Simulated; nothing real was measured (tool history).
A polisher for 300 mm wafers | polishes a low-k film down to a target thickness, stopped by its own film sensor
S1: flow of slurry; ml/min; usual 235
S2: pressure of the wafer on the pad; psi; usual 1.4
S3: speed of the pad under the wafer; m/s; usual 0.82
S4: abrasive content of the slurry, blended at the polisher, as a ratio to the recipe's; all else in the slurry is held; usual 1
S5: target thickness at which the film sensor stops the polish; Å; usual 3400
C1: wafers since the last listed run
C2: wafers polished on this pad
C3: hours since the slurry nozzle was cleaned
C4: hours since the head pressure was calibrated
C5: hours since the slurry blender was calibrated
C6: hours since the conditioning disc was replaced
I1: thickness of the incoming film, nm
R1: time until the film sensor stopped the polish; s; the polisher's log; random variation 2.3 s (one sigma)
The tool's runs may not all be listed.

run 1 hour=0 | S1=235 S2=1.4 S3=0.82 S4=1.2 S5=3400 | C1=0 C2=129 C3=305.5 C4=245.2 C5=74.1 C6=74.7 | I1=370.9 | R1=115.5
run 2 hour=25.9 | S1=235 S2=1.4 S3=0.82 S4=1 S5=3400 | C1=156 C2=285 C3=331.4 C4=271.1 C5=100 C6=100.6 | I1=371.4 | R1=125.9
run 3 hour=85.9 | S1=235 S2=1.4 S3=0.82 S4=1 S5=3400 | C1=362 C2=648 C3=391.4 C4=331.1 C5=160 C6=160.6 | I1=365.7 | R1=103.9
run 4 hour=120.4 | S1=235 S2=1.4 S3=0.82 S4=1 S5=3400 | C1=208 C2=857 C3=425.9 C4=365.6 C5=194.5 C6=195.1 | I1=373.8 | R1=133.2
run 5 hour=191.4 | S1=235 S2=1.4 S3=0.94 S4=1 S5=3400 | C1=429 C2=1286 C3=496.9 C4=436.6 C5=265.5 C6=266.1 | I1=370.1 | R1=111.1
-- hour=203.8 slurry blender recalibrated
-- hour=206.1 worn pad replaced by a new one
-- hour=233.9 head pressure recalibrated
run 6 hour=239.1 | S1=235 S2=1.4 S3=0.94 S4=1 S5=3400 | C1=249 C2=187 C3=544.6 C4=5.2 C5=35.3 C6=313.8 | I1=369 | R1=111.6
run 7 hour=304.2 | S1=235 S2=1.4 S3=0.82 S4=1 S5=3400 | C1=393 C2=580 C3=609.7 C4=70.3 C5=100.4 C6=378.9 | I1=367.6 | R1=119.3
-- hour=331.3 conditioning disc replaced and pad reconditioned
-- hour=354 slurry nozzle cleaned
run 8 hour=357.5 | S1=235 S2=1.4 S3=0.82 S4=1 S5=3400 | C1=304 C2=884 C3=3.5 C4=123.6 C5=153.7 C6=26.2 | I1=375.6 | R1=132.8
run 9 hour=404.2 | S1=235 S2=1.4 S3=0.82 S4=1 S5=3400 | C1=282 C2=1166 C3=50.2 C4=170.3 C5=200.4 C6=72.9 | I1=367.6 | R1=109
-- hour=412.8 worn pad replaced by a new one
run 10 hour=462.4 | S1=235 S2=1.4 S3=0.82 S4=1 S5=3400 | C1=327 C2=299 C3=108.4 C4=228.5 C5=258.6 C6=131.1 | I1=372 | R1=124.2
-- hour=499.1 slurry blender recalibrated
run 11 hour=514.9 | S1=235 S2=1.4 S3=0.82 S4=1 S5=3400 | C1=305 C2=605 C3=160.9 C4=281 C5=15.8 C6=183.6 | I1=370 | R1=119.3
run 12 hour=557.7 | S1=280 S2=1.8 S3=0.82 S4=0.75 S5=3450 | C1=258 C2=863 C3=203.7 C4=323.8 C5=58.6 C6=226.4 | I1=375.8 | R1=100.2
-- hour=600.8 head pressure recalibrated
run 13 hour=606.2 | S1=235 S2=1.4 S3=0.82 S4=1 S5=3400 | C1=281 C2=1144 C3=252.2 C4=5.4 C5=107.1 C6=274.9 | I1=368 | R1=110.5
run 14 hour=639.8 | S1=235 S2=1.4 S3=0.82 S4=0.75 S5=3360 | C1=203 C2=1348 C3=285.8 C4=39 C5=140.7 C6=308.5 | I1=365 | R1=127.1
-- hour=660.9 worn pad replaced by a new one
run 15 hour=676.7 | S1=235 S2=1.4 S3=0.82 S4=1 S5=3400 | C1=198 C2=95 C3=322.7 C4=75.9 C5=177.6 C6=345.4 | I1=370 | R1=117.1
run 16 hour=718.6 | S1=200 S2=0.9 S3=0.82 S4=0.8 S5=3470 | C1=253 C2=348 C3=364.6 C4=117.8 C5=219.5 C6=387.3 | I1=374.2 | R1=174.6
-- hour=745.4 conditioning disc replaced and pad reconditioned
-- hour=767.9 slurry blender recalibrated
run 17 hour=777.2 | S1=235 S2=1.4 S3=0.82 S4=0.9 S5=3400 | C1=330 C2=678 C3=423.2 C4=176.4 C5=9.3 C6=31.8 | I1=365.7 | R1=103
run 18 hour=809.1 | S1=235 S2=1.4 S3=0.82 S4=1 S5=3400 | C1=192 C2=871 C3=455.1 C4=208.3 C5=41.2 C6=63.7 | I1=368.8 | R1=114.4
run 19 hour=855.9 | S1=170 S2=1.6 S3=0.58 S4=1 S5=3490 | C1=282 C2=1154 C3=501.9 C4=255.1 C5=88 C6=110.5 | I1=367.1 | R1=85.3
-- hour=910 worn pad replaced by a new one
run 20 hour=921.2 | S1=235 S2=1.4 S3=0.82 S4=1 S5=3400 | C1=370 C2=67 C3=567.2 C4=320.4 C5=153.3 C6=175.8 | I1=365.5 | R1=104
run 21 hour=976.8 | S1=235 S2=0.9 S3=0.82 S4=1 S5=3400 | C1=336 C2=403 C3=622.8 C4=376 C5=208.9 C6=231.4 | I1=372.9 | R1=201.2
run 22 hour=1007.2 | S1=310 S2=1.6 S3=1 S4=1 S5=3370 | C1=183 C2=587 C3=653.2 C4=406.4 C5=239.3 C6=261.8 | I1=366.3 | R1=91.6

How the hidden state differs across the entries between the runs, from the last listed run before each to the first after it:
Between runs 5 and 6: slurry blender recalibrated (hour 203.8); worn pad replaced by a new one (hour 206.1); head pressure recalibrated (hour 233.9)
  slurry flow missing at the pad, %: 26.1 -> 30
  measured less the result without the state, R1: +4.8 -> +6 s
Between runs 7 and 8: conditioning disc replaced and pad reconditioned (hour 331.3); slurry nozzle cleaned (hour 354)
  slurry flow missing at the pad, %: 35.9 -> 2.29
  measured less the result without the state, R1: +8.3 -> +0.4 s
Between runs 9 and 10: worn pad replaced by a new one (hour 412.8)
  slurry flow missing at the pad, %: 2.49 -> 3.22
  measured less the result without the state, R1: +0.4 -> +0.6 s
Between runs 10 and 11: slurry blender recalibrated (hour 499.1)
  slurry flow missing at the pad, %: 3.22 -> 4.33
  measured less the result without the state, R1: +0.6 -> +0.7 s
Between runs 12 and 13: head pressure recalibrated (hour 600.8)
  slurry flow missing at the pad, %: 5.56 -> 7.3
  measured less the result without the state, R1: +0.6 -> +1.1 s
Between runs 14 and 15: worn pad replaced by a new one (hour 660.9)
  slurry flow missing at the pad, %: 8.72 -> 10.5
  measured less the result without the state, R1: +1.5 -> +1.7 s
Between runs 16 and 17: conditioning disc replaced and pad reconditioned (hour 745.4); slurry blender recalibrated (hour 767.9)
  slurry flow missing at the pad, %: 12.8 -> 16.4
  measured less the result without the state, R1: +3.8 -> +2.5 s
Between runs 19 and 20: worn pad replaced by a new one (hour 910)
  slurry flow missing at the pad, %: 22.1 -> 27.6
  measured less the result without the state, R1: +4.2 -> +4.9 s
